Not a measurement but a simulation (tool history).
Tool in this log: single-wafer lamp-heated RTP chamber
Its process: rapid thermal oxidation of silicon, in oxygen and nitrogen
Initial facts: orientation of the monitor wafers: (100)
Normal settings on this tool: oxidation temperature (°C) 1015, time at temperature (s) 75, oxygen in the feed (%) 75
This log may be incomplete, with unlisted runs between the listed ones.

run	day	oxidation temperature (°C)	time at temperature (s)	oxygen in the feed (%)	read-back reference wafer on the same gauge, thickness	oxide thickness on the monitor wafer (angstrom)
1	0.000	1015	75	75	6.135	68.29
2	0.442	1015	75	75	6.134	67.75
3	1.029	1015	75	75	6.122	68.02
4	1.579	1015	75	54	6.125	60.61
5	1.867	1015	75	54	6.145	60.90
6	2.229	1015	75	54	6.125	60.68
7	2.500	1015	57	75	6.128	59.88
8	2.983	1015	57	75	6.127	60.28
9	3.633	1015	57	75	6.134	60.38
# day 4.688: oxygen flow controller replaced
10	4.708	1001	75	75	6.131	62.28
11	4.796	1015	75	75	6.120	68.26
12	6.050	1015	75	75	6.128	68.27
13	6.542	1023	75	83	6.126	75.89
14	6.800	1023	75	83	6.124	74.97
15	7.154	1015	75	75	6.136	68.53
# day 7.725: gauge calibrated
16	7.750	1015	75	75	6.127	68.58
17	8.025	1015	75	75	6.135	68.79
# day 8.371: pyrometer window cleaned and pyrometer calibrated
18	8.762	1015	65	62	6.132	62.39
19	9.250	1015	40	75	6.125	54.34
20	9.550	990	104	98	6.124	76.24
21	10.104	1015	75	75	6.132	71.54
22	10.708	995	45	98	6.125	54.20
23	11.217	1015	75	75	6.137	71.43
# day 11.825: pyrometer window cleaned and pyrometer calibrated, repeated, since the last time left the tool worse
24	11.846	991	75	75	6.128	55.81
25	11.858	1026	57	98	6.133	69.81
26	12.475	1027	65	75	6.125	68.23
27	12.988	986	62	53	6.129	44.26
28	13.525	988	56	54	6.137	43.50
29	14.021	994	44	64	6.126	43.23
30	14.446	1034	75	98	6.128	84.38
31	15.196	986	64	64	6.135	48.17
32	15.458	999	75	75	6.116	59.66
33	16.000	999	75	75	6.132	59.69
34	16.342	994	44	64	6.133	43.38
35	17.046	1015	75	75	6.123	66.88
36	17.562	994	105	97	6.123	73.07
37	18.167	1027	53	87	6.124	66.00

The tool's hidden state at each run:
deviation of the oxygen flow from its setpoint, %: 0 in every run
gauge reads high (%): 0 in every run
H1: true wafer temperature minus pyrometer reading, K
run	H1
1	3.84
2	3.91
3	4
4	4.08
5	4.12
6	4.18
7	4.22
8	4.29
9	4.39
10	4.56
11	4.57
12	4.76
13	4.83
14	4.87
15	4.93
16	5.02
17	5.06
18	10.1
19	10.2
20	10.2
21	10.3
22	10.4
23	10.5
24	0.954
25	0.956
26	1.05
27	1.13
28	1.21
29	1.28
30	1.35
31	1.46
32	1.5
33	1.58
34	1.64
35	1.74
36	1.82
37	1.91

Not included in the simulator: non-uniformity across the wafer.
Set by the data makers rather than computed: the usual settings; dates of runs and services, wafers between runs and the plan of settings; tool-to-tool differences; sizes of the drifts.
